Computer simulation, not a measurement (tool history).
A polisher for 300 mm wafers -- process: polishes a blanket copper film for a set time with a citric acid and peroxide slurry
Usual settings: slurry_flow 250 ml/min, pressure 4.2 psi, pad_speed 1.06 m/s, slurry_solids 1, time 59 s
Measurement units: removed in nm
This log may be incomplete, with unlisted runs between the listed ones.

run,hour,slurry_flow,pressure,pad_speed,slurry_solids,time,"incoming thickness of the incoming film, nm",removed
1,0,250,4.2,1.06,1,59,841.1,171.3
# hour 55: slurry nozzle cleaned
2,98.8,250,4.2,1.06,1,59,853.7,177.2
# hour 172.5: worn pad replaced by a new one
3,197.9,250,4.2,1.06,1,59,871,168.7
# hour 239.5: slurry blender recalibrated
4,276.7,250,4.2,1.06,1,59,870.2,178.3
5,365.3,250,4.2,1.06,1,59,868.6,174.7
# hour 400.9: worn pad replaced by a new one
6,470,250,4.2,1.06,1,59,869.6,166
7,550.4,250,4.2,1.06,1,59,868.9,163.2
# hour 578.4: slurry blender recalibrated
8,604.5,250,4.2,1.06,1,59,849.3,173.2
# hour 625.1: worn pad replaced by a new one
9,650.3,250,4.2,1.44,1,71,847.3,280.8
10,692.6,295,3.5,1.06,1.25,59,867.3,155.7
# hour 704.7: slurry nozzle cleaned
11,748.5,250,4.2,1.18,1,42,860.1,141.9
# hour 807: head pressure recalibrated
# hour 814.3: worn pad replaced by a new one
12,855.7,250,4.2,1.06,1,47,872.9,135.3
# hour 864.7: slurry blender recalibrated
13,949.1,250,4.2,1.34,1,71,854.8,270
14,985.8,250,4.9,0.92,0.75,59,860.8,167.9
# hour 1007.7: worn pad replaced by a new one
15,1081.9,290,4.2,1.06,1,59,870.4,175

5 ways to go on from here, each from the tool as it stands after run 15. What would each give?
A,1082.3,315,4.2,1.06,1,59,869.8,?
B,1082.3,250,4.2,1.06,0.8,59,869.8,?
C,1082.3,250,4.2,1.06,0.75,76,869.8,?
D,1082.3,250,4.2,0.82,1,59,869.8,?
E,1082.3,250,4.6,0.94,1.2,59,869.8,?

run,removed
A,175.5
B,165.2
C,210.5
D,133.6
E,172.9
With no hidden state in the tool, these same runs would have given:
run,removed
A,185.6
B,175.1
C,223
D,141.7
E,183.5
